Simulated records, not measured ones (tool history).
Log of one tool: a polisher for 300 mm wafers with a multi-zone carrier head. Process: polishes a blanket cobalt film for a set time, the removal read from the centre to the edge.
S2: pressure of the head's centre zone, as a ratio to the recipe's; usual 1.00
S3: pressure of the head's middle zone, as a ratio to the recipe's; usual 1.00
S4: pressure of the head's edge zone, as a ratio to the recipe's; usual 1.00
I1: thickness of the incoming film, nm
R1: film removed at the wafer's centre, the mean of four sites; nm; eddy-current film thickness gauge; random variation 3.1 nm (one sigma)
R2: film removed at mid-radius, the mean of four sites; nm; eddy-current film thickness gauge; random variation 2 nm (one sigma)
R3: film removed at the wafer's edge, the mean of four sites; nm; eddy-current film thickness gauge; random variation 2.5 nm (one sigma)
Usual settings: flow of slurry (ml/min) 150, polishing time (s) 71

Run 1, hour 0.0: usual settings; I1 1223.8. Result: R1 249.0 nm, R2 254.6 nm, R3 252.7 nm.
Run 2, hour 12.1: usual settings; I1 1230.3. Result: R1 248.0 nm, R2 250.1 nm, R3 254.6 nm.
Run 3, hour 28.3: usual settings but S4 0.97; I1 1245.1. Result: R1 252.7 nm, R2 246.3 nm, R3 247.4 nm.
Run 4, hour 35.1: usual settings but S4 0.97; I1 1243.1. Result: R1 249.6 nm, R2 247.4 nm, R3 248.0 nm.
Run 5, hour 52.6: usual settings but S4 0.97; I1 1243.0. Result: R1 247.3 nm, R2 242.8 nm, R3 244.9 nm.
Run 6, hour 65.1: usual settings but S3 0.94, S4 1.06; I1 1230.6. Result: R1 240.9 nm, R2 229.3 nm, R3 251.2 nm.
Run 7, hour 73.8: usual settings; I1 1235.4. Result: R1 240.3 nm, R2 240.8 nm, R3 245.3 nm.
Run 8, hour 90.6: usual settings; I1 1228.3. Result: R1 238.8 nm, R2 234.5 nm, R3 243.7 nm.
At hour 98.5: centre zone pressure recalibrated.
At hour 110.5: worn pad replaced by a new one.
Run 9, hour 111.0: usual settings but S4 1.07; I1 1235.7. Result: R1 240.6 nm, R2 244.6 nm, R3 253.4 nm.
Run 10, hour 121.3: usual settings but S4 1.07; I1 1218.8. Result: R1 236.1 nm, R2 241.4 nm, R3 252.4 nm.
Run 11, hour 134.9: usual settings but flow of slurry (ml/min) 105; I1 1236.8. Result: R1 204.3 nm, R2 211.3 nm, R3 229.7 nm.
Run 12, hour 145.6: usual settings but S4 0.90, polishing time (s) 78; I1 1247.9. Result: R1 247.4 nm, R2 255.6 nm, R3 252.9 nm.
Run 13, hour 159.0: usual settings but S2 1.04, S3 0.95, polishing time (s) 52; I1 1224.9. Result: R1 173.6 nm, R2 161.8 nm, R3 174.4 nm.
Run 14, hour 171.2: usual settings; I1 1221.6. Result: R1 222.1 nm, R2 224.1 nm, R3 234.8 nm.
At hour 183.2: edge zone pressure recalibrated.
Run 15, hour 186.2: usual settings but flow of slurry (ml/min) 110; I1 1237.5. Result: R1 187.5 nm, R2 199.8 nm, R3 215.8 nm.
Run 16, hour 203.8: usual settings but S2 1.08, S3 1.10, S4 1.08, polishing time (s) 87; I1 1232.9. Result: R1 264.1 nm, R2 278.4 nm, R3 282.4 nm.
At hour 206.6: slurry nozzle cleaned.
Run 17, hour 214.4: usual settings but flow of slurry (ml/min) 135, S2 0.96, S3 1.10, S4 0.89; I1 1210.1. Result: R1 227.0 nm, R2 257.2 nm, R3 224.4 nm.
Run 18, hour 242.2: usual settings but flow of slurry (ml/min) 100; I1 1216.2. Result: R1 213.1 nm, R2 213.0 nm, R3 222.2 nm.
At hour 249.5: worn pad replaced by a new one.
Run 19, hour 252.0: usual settings; I1 1221.9. Result: R1 246.8 nm, R2 246.3 nm, R3 258.2 nm.
At hour 260.6: carrier head's membrane replaced by a new one.
Run 20, hour 268.1: usual settings but flow of slurry (ml/min) 185, S2 1.10, S3 1.06, S4 1.05; I1 1232.8. Result: R1 285.1 nm, R2 269.7 nm, R3 259.2 nm.
Run 21, hour 278.2: usual settings but S3 1.09, S4 1.05; I1 1228.2. Result: R1 247.3 nm, R2 265.6 nm, R3 251.8 nm.
Run 22, hour 318.2: usual settings but polishing time (s) 82; I1 1224.5. Result: R1 278.9 nm, R2 280.0 nm, R3 289.9 nm.
Run 23, hour 333.3: usual settings but flow of slurry (ml/min) 120, S2 0.94, S3 0.94, S4 1.03; I1 1226.0. Result: R1 211.4 nm, R2 211.7 nm, R3 237.7 nm.

Forecast each of these 3 alternatives for the next run:
Run A, hour 333.7: usual settings but flow of slurry (ml/min) 200; I1 1216.5. Result: R1 ?, R2 ?, R3 ?.
Run B, hour 333.7: usual settings but S4 1.04; I1 1216.5. Result: R1 ?, R2 ?, R3 ?.
Run C, hour 333.7: usual settings but S4 0.90; I1 1216.5. Result: R1 ?, R2 ?, R3 ?.

run     R1     R2     R3
  A  253.4  250.7  248.8
  B  238.3  237.5  243.3
  C  238.3  237.5  229.0
Without the tool's hidden state the same runs would have given:
run     R1     R2     R3
  A  267.6  264.1  260.7
  B  253.5  251.7  256.0
  C  253.5  251.8  241.0
